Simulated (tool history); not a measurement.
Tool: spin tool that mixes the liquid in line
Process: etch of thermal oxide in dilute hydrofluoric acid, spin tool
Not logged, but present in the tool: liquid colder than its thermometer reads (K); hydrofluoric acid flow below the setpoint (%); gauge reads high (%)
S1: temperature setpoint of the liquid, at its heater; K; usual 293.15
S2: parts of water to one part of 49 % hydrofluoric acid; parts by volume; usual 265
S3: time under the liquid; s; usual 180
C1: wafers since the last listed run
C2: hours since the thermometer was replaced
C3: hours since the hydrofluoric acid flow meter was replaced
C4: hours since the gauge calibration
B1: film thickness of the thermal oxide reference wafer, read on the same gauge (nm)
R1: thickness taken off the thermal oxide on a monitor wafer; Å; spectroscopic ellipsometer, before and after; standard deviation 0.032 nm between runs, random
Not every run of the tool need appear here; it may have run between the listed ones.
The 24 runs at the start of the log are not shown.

run	hour	S1	S2	S3	C1	C2	C3	C4	B1	R1
25	2020.8	290.15	265	180	235	374.8	72.2	2781.8	50.004	17.64
26	2059.4	295.15	265	180	158	413.4	110.8	2820.4	49.999	21.03
# hour 2074.2: gauge calibrated
27	2153	297.65	265	125	384	507	204.4	78.8	49.985	15.75
28	2225.8	291.65	200	180	299	579.8	277.2	151.6	50.034	25.41
# hour 2313.2: thermometer replaced
29	2322.6	294.65	265	110	393	9.4	374	248.4	50.009	13.28
30	2418.7	293.15	265	180	394	105.5	470.1	344.5	50.018	19.99
31	2504.3	293.15	265	150	351	191.1	555.7	430.1	50.066	16.5
32	2597	293.15	265	180	381	283.8	648.4	522.8	49.999	19.74
33	2692.7	293.15	340	180	393	379.5	744.1	618.5	50.009	14.4

3 options for the next run, each taken on its own from the tool as it stands now. Forecast them:
A	2693.2	293.15	265	180	2	380	744.6	619	?	?
B	2693.2	296.65	310	180	2	380	744.6	619	?	?
C	2693.2	290.15	370	80	2	380	744.6	619	?	?

run	B1	R1
A	49.967	19.87
B	49.967	18.55
C	49.967	5.18
With no hidden state in the tool, these same runs would have given:
run	R1
A	21.18
B	19.69
C	5.52
